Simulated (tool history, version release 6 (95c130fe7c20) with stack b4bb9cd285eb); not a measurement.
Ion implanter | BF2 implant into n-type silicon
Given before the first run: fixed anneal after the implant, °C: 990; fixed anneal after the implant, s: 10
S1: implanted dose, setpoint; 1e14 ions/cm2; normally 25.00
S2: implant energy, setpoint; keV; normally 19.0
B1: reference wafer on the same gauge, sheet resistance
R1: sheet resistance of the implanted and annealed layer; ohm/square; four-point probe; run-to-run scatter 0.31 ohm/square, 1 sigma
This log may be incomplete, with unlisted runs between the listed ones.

run,hour,S1,S2,B1,R1
1,0.0,25.00,21.0,211.73,196.46
2,13.9,25.00,21.0,211.66,195.94
3,20.1,25.00,21.0,211.75,195.81
4,29.7,25.00,19.0,211.90,207.82
5,42.2,29.80,23.0,211.86,183.39
6,48.4,29.80,23.0,211.99,183.29
7,59.8,25.00,15.5,212.01,230.27
8,76.0,25.00,19.0,212.10,207.57
9,83.2,25.00,23.5,212.14,184.25
10,93.4,25.00,19.0,212.18,207.86
11,101.6,25.00,19.0,212.19,207.26
12,110.6,25.00,16.5,212.33,223.74
13,122.1,28.19,19.0,212.37,204.78
14,130.8,28.19,19.0,212.41,204.76
15,137.2,25.00,19.0,212.49,207.61
16,148.2,25.00,19.0,210.83,206.26
17,165.7,25.00,19.0,211.03,206.53
18,177.4,25.00,19.0,210.96,206.02
19,185.8,25.00,19.0,211.13,206.26
20,195.5,22.61,19.0,211.19,208.53
21,211.5,20.52,16.0,211.28,231.75
22,229.4,25.00,24.5,211.36,180.42
23,245.1,25.00,19.0,211.41,206.75
24,253.4,25.00,19.0,211.49,207.12
25,265.9,31.49,16.0,211.52,220.29
26,279.8,31.74,13.5,211.63,239.31
27,292.8,21.27,16.0,211.67,231.23
28,303.9,25.00,15.0,211.88,233.73
29,319.1,19.05,23.0,211.80,192.80
30,326.7,19.33,22.5,211.92,194.30
31,344.1,29.85,21.0,211.92,192.60
32,361.7,21.17,22.5,212.07,192.89
33,377.3,25.00,19.0,212.23,207.79
34,384.3,25.00,19.0,212.17,208.04
35,394.6,27.06,24.0,212.33,181.43
36,408.1,25.00,17.0,210.88,218.39
37,420.8,19.33,22.5,210.95,193.63

Missing from the log above: 4 entries noted between runs. For each, name the pair of listed runs it sits between and say how the tool's hidden condition differs from the listed run just before to the listed run just after:
In the gap between runs 15 and 16: gauge calibrated (hour 141.9)
  gauge reads high (%): 0.677 -> -0.0503
  measured value less the no-hidden-state value, R1: +1.40 -> -0.10 ohm/square
In the gap between runs 16 and 17: Faraday cup replaced and dose calibrated (hour 158.8)
  gauge reads high (%): -0.0503 -> -0.00361
  measured value less the no-hidden-state value, R1: -0.10 -> +0.00 ohm/square
In the gap between runs 28 and 29: extraction supply calibrated (hour 318.6)
  gauge reads high (%): 0.365 -> 0.406
  measured value less the no-hidden-state value, R1: +0.85 -> +0.78 ohm/square
In the gap between runs 35 and 36: gauge calibrated (hour 403.9)
  gauge reads high (%): 0.607 -> -0.0593
  measured value less the no-hidden-state value, R1: +1.09 -> -0.13 ohm/square

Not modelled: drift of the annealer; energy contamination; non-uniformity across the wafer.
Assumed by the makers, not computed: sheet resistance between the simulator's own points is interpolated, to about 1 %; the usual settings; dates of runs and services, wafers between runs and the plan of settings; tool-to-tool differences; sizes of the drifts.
